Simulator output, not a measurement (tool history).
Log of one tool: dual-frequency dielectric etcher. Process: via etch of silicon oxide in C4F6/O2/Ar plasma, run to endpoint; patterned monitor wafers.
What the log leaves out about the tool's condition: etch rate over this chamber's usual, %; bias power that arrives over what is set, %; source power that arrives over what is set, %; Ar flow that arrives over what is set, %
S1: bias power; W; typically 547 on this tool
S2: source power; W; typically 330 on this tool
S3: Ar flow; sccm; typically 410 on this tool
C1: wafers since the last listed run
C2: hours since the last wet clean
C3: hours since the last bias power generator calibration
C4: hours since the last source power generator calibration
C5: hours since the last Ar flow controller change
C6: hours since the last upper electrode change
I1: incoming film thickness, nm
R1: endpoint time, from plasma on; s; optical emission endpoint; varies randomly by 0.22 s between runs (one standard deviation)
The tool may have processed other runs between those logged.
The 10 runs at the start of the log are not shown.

At hour 122.5: Ar flow controller replaced.
At hour 129: upper electrode replaced.
Run 11, hour 129.5: usual settings; C1 245; C2 597.9; C3 5396; C4 5493.7; C5 7; C6 0.5; I1 138.2. Result: R1 33 s.
Run 12, hour 129.8: usual settings but S1 578 W, S3 354 sccm; C1 4; C2 598.2; C3 5396.3; C4 5494; C5 7.3; C6 0.8; I1 139.5. Result: R1 32.3 s.
Run 13, hour 137.8: usual settings but S1 578 W, S3 354 sccm; C1 122; C2 606.2; C3 5404.3; C4 5502; C5 15.3; C6 8.8; I1 139.8. Result: R1 32.5 s.
Run 14, hour 148.1: usual settings; C1 157; C2 616.5; C3 5414.6; C4 5512.3; C5 25.6; C6 19.1; I1 138.9. Result: R1 32.9 s.
Run 15, hour 158.2: usual settings but S1 625 W; C1 154; C2 626.6; C3 5424.7; C4 5522.4; C5 35.7; C6 29.2; I1 139.7. Result: R1 31.8 s.
Run 16, hour 175.9: usual settings but S1 490 W, S2 290 W; C1 271; C2 644.3; C3 5442.4; C4 5540.1; C5 53.4; C6 46.9; I1 139.4. Result: R1 35.6 s.
At hour 196.5: bias power generator calibrated.
At hour 197: source power generator calibrated.
At hour 204.2: wet clean of the chamber.
Run 17, hour 204.7: usual settings; C1 261; C2 0.5; C3 8.2; C4 7.7; C5 82.2; C6 75.7; I1 140.4. Result: R1 35.8 s.
Run 18, hour 206.8: usual settings but S1 587 W, S2 300 W, S3 337 sccm; C1 32; C2 2.6; C3 10.3; C4 9.8; C5 84.3; C6 77.8; I1 138.4. Result: R1 34.4 s.
Run 19, hour 213.8: usual settings but S3 432 sccm; C1 107; C2 9.6; C3 17.3; C4 16.8; C5 91.3; C6 84.8; I1 139.3. Result: R1 35.7 s.
Run 20, hour 232.7: usual settings but S1 633 W, S2 380 W, S3 361 sccm; C1 289; C2 28.5; C3 36.2; C4 35.7; C5 110.2; C6 103.7; I1 139.5. Result: R1 32.5 s.
Run 21, hour 248.7: usual settings but S1 641 W, S3 475 sccm; C1 244; C2 44.5; C3 52.2; C4 51.7; C5 126.2; C6 119.7; I1 138.7. Result: R1 33.9 s.
Run 22, hour 265.9: usual settings but S1 679 W, S2 390 W, S3 462 sccm; C1 263; C2 61.7; C3 69.4; C4 68.9; C5 143.4; C6 136.9; I1 139.2. Result: R1 31.6 s.
Run 23, hour 283.8: usual settings; C1 274; C2 79.6; C3 87.3; C4 86.8; C5 161.3; C6 154.8; I1 139.2. Result: R1 35.3 s.
Run 24, hour 293.4: usual settings but S2 300 W; C1 146; C2 89.2; C3 96.9; C4 96.4; C5 170.9; C6 164.4; I1 137.8. Result: R1 35.5 s.
Run 25, hour 306.9: usual settings but S1 440 W, S3 450 sccm; C1 206; C2 102.7; C3 110.4; C4 109.9; C5 184.4; C6 177.9; I1 138.9. Result: R1 38.5 s.
Run 26, hour 320.1: usual settings; C1 202; C2 115.9; C3 123.6; C4 123.1; C5 197.6; C6 191.1; I1 137.9. Result: R1 35 s.
Run 27, hour 329.1: usual settings but S1 469 W; C1 137; C2 124.9; C3 132.6; C4 132.1; C5 206.6; C6 200.1; I1 139.9. Result: R1 37.2 s.
Run 28, hour 342.9: usual settings but S1 622 W, S3 340 sccm; C1 211; C2 138.7; C3 146.4; C4 145.9; C5 220.4; C6 213.9; I1 137.8. Result: R1 33 s.
Run 29, hour 358: usual settings; C1 231; C2 153.8; C3 161.5; C4 161; C5 235.5; C6 229; I1 138.3. Result: R1 34.4 s.
Run 30, hour 365: usual settings; C1 107; C2 160.8; C3 168.5; C4 168; C5 242.5; C6 236; I1 139.1. Result: R1 34.7 s.

Each row is a separate what-if for the run after 30, all from the same tool condition, not one after another. Results?
Run A, hour 365.4: usual settings but S2 270 W; C1 6; C2 161.2; C3 168.9; C4 168.4; C5 242.9; C6 236.4; I1 139.1. Result: R1 ?.
Run B, hour 365.4: usual settings but S1 606 W, S2 280 W; C1 6; C2 161.2; C3 168.9; C4 168.4; C5 242.9; C6 236.4; I1 139.1. Result: R1 ?.
Run C, hour 365.4: usual settings but S1 484 W, S3 460 sccm; C1 6; C2 161.2; C3 168.9; C4 168.4; C5 242.9; C6 236.4; I1 139.1. Result: R1 ?.

run    R1
  A  36.5
  B  34.8
  C  36.8
Stripped of hidden state, with their random variation kept, the same runs would have yielded:
run    R1
  A  36.6
  B    35
  C    37
